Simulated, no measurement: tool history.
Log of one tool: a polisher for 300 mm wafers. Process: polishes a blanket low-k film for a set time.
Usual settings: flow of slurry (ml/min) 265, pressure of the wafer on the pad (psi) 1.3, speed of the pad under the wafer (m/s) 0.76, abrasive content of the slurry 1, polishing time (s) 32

| run | hour | flow of slurry (ml/min) | pressure of the wafer on the pad (psi) | speed of the pad under the wafer (m/s) | abrasive content of the slurry | polishing time (s) | wafers since the last listed run | wafers polished on this pad | hours since the slurry nozzle was cleaned | hours since the head pressure was calibrated | hours since the slurry blender was calibrated | hours since the conditioning disc was replaced | incoming thickness of the incoming film, nm | film removed (angstrom) |
|---|---|---|---|---|---|---|---|---|---|---|---|---|---|---|
| 1 | 0 | 265 | 1.3 | 0.76 | 1 | 32 | 0 | 895 | 390.8 | 1029.7 | 19.7 | 362.4 | 323.5 | 60 |
| 2 | 17.9 | 265 | 1.3 | 0.76 | 1 | 32 | 192 | 1088 | 408.7 | 1047.6 | 37.6 | 380.3 | 319.5 | 59 |
|  | 22.9 | worn pad replaced by a new one |
| 3 | 26.4 | 265 | 1.3 | 0.76 | 1 | 32 | 48 | 37 | 417.2 | 1056.1 | 46.1 | 388.8 | 317.3 | 58 |
|  | 37.7 | conditioning disc replaced and pad reconditioned |
| 4 | 39 | 265 | 1.3 | 0.76 | 1 | 32 | 114 | 151 | 429.8 | 1068.7 | 58.7 | 1.3 | 316.2 | 59 |
| 5 | 45.2 | 265 | 1.3 | 0.76 | 1 | 32 | 66 | 218 | 436 | 1074.9 | 64.9 | 7.5 | 322.3 | 59 |
| 6 | 82.6 | 265 | 1.3 | 0.76 | 1 | 32 | 402 | 621 | 473.4 | 1112.3 | 102.3 | 44.9 | 324 | 59 |
| 7 | 97.4 | 265 | 1.3 | 0.76 | 1 | 32 | 159 | 780 | 488.2 | 1127.1 | 117.1 | 59.7 | 318.9 | 59 |
|  | 114.8 | slurry blender recalibrated |
|  | 115.2 | worn pad replaced by a new one |
| 8 | 115.7 | 190 | 1.3 | 0.6 | 0.75 | 32 | 171 | 5 | 506.5 | 1145.4 | 0.9 | 78 | 324.5 | 39 |
| 9 | 126.9 | 265 | 1.6 | 0.76 | 1 | 24 | 120 | 126 | 517.7 | 1156.6 | 12.1 | 89.2 | 315 | 54 |
|  | 139.2 | slurry nozzle cleaned |
| 10 | 152.6 | 265 | 1.3 | 0.76 | 1 | 25 | 266 | 392 | 13.4 | 1182.3 | 37.8 | 114.9 | 322.6 | 46 |
| 11 | 169.1 | 265 | 1.3 | 0.76 | 1 | 32 | 177 | 570 | 29.9 | 1198.8 | 54.3 | 131.4 | 319.8 | 59 |
| 12 | 186.6 | 265 | 1.1 | 0.76 | 1.15 | 36 | 188 | 758 | 47.4 | 1216.3 | 71.8 | 148.9 | 318.4 | 65 |
| 13 | 199.9 | 265 | 1.3 | 0.6 | 1 | 32 | 143 | 901 | 60.7 | 1229.6 | 85.1 | 162.2 | 323.6 | 51 |
|  | 201.9 | head pressure recalibrated |
|  | 208.2 | worn pad replaced by a new one |
| 14 | 210 | 210 | 1.3 | 0.9 | 0.75 | 32 | 44 | 19 | 70.8 | 8.1 | 95.2 | 172.3 | 318.2 | 46 |
| 15 | 216.4 | 265 | 1.3 | 0.76 | 1 | 32 | 68 | 88 | 77.2 | 14.5 | 101.6 | 178.7 | 319.6 | 59 |
| 16 | 224.5 | 265 | 1.3 | 0.76 | 1.25 | 40 | 87 | 175 | 85.3 | 22.6 | 109.7 | 186.8 | 313.6 | 87 |
| 17 | 239.9 | 265 | 1.1 | 0.98 | 1 | 32 | 165 | 341 | 100.7 | 38 | 125.1 | 202.2 | 318.4 | 59 |
| 18 | 246.3 | 265 | 1.3 | 0.76 | 1 | 32 | 68 | 410 | 107.1 | 44.4 | 131.5 | 208.6 | 318.2 | 58 |
| 19 | 253.1 | 265 | 1.3 | 0.76 | 1 | 32 | 73 | 483 | 113.9 | 51.2 | 138.3 | 215.4 | 318.8 | 58 |
| 20 | 267.6 | 265 | 1.3 | 0.76 | 1.15 | 32 | 156 | 640 | 128.4 | 65.7 | 152.8 | 229.9 | 317.4 | 65 |
|  | 282.4 | slurry blender recalibrated |
| 21 | 282.9 | 265 | 1.3 | 0.76 | 1 | 32 | 143 | 783 | 143.7 | 81 | 0.5 | 245.2 | 326 | 62 |
|  | 296.8 | worn pad replaced by a new one |
| 22 | 297.3 | 265 | 1.3 | 0.76 | 1 | 32 | 112 | 5 | 158.1 | 95.4 | 14.9 | 259.6 | 324.5 | 61 |
| 23 | 305.4 | 335 | 0.9 | 0.76 | 0.9 | 32 | 87 | 92 | 166.2 | 103.5 | 23 | 267.7 | 318.3 | 42 |
| 24 | 315.6 | 350 | 1.3 | 0.76 | 1.25 | 35 | 109 | 202 | 176.4 | 113.7 | 33.2 | 277.9 | 318.4 | 79 |
| 25 | 330.8 | 265 | 0.8 | 0.98 | 1.25 | 37 | 163 | 365 | 191.6 | 128.9 | 48.4 | 293.1 | 325.1 | 64 |
| 26 | 341.9 | 265 | 1.3 | 0.76 | 1 | 40 | 119 | 485 | 202.7 | 140 | 59.5 | 304.2 | 321 | 74 |

Measured less the same run without the tool's hidden state. The same run-to-run variation is in both; the gauge's scatter may not be:
The hidden state here: removal rate lost through wear of the pad, %; slurry flow missing at the pad, %; deviation of the head's pressure from its setpoint, %; abrasive missing from the slurry, %; time polished since the conditioner stopped cutting, s.
| run | film removed (angstrom) |
|---|---|
| 1 | -1 |
| 2 | -2 |
| 3 | -2 |
| 4 | -2 |
| 5 | -3 |
| 6 | -3 |
| 7 | -3 |
| 8 | +0 |
| 9 | +0 |
| 10 | -2 |
| 11 | -3 |
| 12 | -3 |
| 13 | -3 |
| 14 | -3 |
| 15 | -4 |
| 16 | -4 |
| 17 | -4 |
| 18 | -3 |
| 19 | -4 |
| 20 | -3 |
| 21 | -1 |
| 22 | -1 |
| 23 | -2 |
| 24 | -2 |
| 25 | -2 |
| 26 | -4 |
